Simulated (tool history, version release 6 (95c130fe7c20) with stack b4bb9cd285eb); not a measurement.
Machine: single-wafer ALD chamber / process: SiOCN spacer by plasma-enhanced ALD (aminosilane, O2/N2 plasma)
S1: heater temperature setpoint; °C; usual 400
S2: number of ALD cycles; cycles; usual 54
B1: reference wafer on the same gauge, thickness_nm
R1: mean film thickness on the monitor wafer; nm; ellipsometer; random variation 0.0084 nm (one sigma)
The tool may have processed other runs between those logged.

| run | day | S1 | S2 | B1 | R1 |
|---|---|---|---|---|---|
| 1 | 0.000 | 409 | 54 | 3.779 | 3.278 |
| 2 | 0.833 | 409 | 54 | 3.779 | 3.264 |
| 3 | 1.371 | 409 | 54 | 3.782 | 3.252 |
| 4 | 1.912 | 400 | 54 | 3.780 | 3.359 |
| 5 | 2.983 | 400 | 54 | 3.783 | 3.351 |
| 6 | 4.442 | 390 | 46 | 3.781 | 2.852 |
| 7 | 5.738 | 400 | 54 | 3.780 | 3.370 |
| 8 | 7.175 | 400 | 54 | 3.779 | 3.372 |
| 9 | 8.542 | 392 | 54 | 3.783 | 3.371 |
|  | 9.021 | thermocouple changed; heater temperature recalibrated |
| 10 | 9.758 | 392 | 54 | 3.779 | 3.367 |
|  | 9.925 | gauge calibrated |
| 11 | 10.967 | 392 | 54 | 3.785 | 3.352 |
| 12 | 11.583 | 390 | 46 | 3.783 | 2.863 |
| 13 | 12.592 | 390 | 54 | 3.783 | 3.361 |
| 14 | 13.796 | 411 | 54 | 3.782 | 3.252 |
| 15 | 14.408 | 408 | 45 | 3.783 | 2.735 |
| 16 | 15.638 | 415 | 49 | 3.781 | 2.922 |
| 17 | 16.862 | 394 | 61 | 3.780 | 3.818 |
| 18 | 18.279 | 390 | 48 | 3.777 | 2.980 |
| 19 | 19.238 | 395 | 60 | 3.778 | 3.739 |
| 20 | 20.308 | 400 | 54 | 3.780 | 3.355 |
| 21 | 21.275 | 395 | 44 | 3.783 | 2.741 |
| 22 | 22.471 | 400 | 60 | 3.779 | 3.732 |

Forecast each of these 3 alternatives for the next run:
| A | 22.492 | 400 | 54 | ? | ? |
| B | 22.492 | 392 | 63 | ? | ? |
| C | 22.492 | 396 | 49 | ? | ? |

| run | B1 | R1 |
|---|---|---|
| A | 3.782 | 3.363 |
| B | 3.782 | 3.924 |
| C | 3.782 | 3.052 |
Without the tool's hidden state the same runs would have given:
| run | R1 |
|---|---|
| A | 3.363 |
| B | 3.924 |
| C | 3.052 |
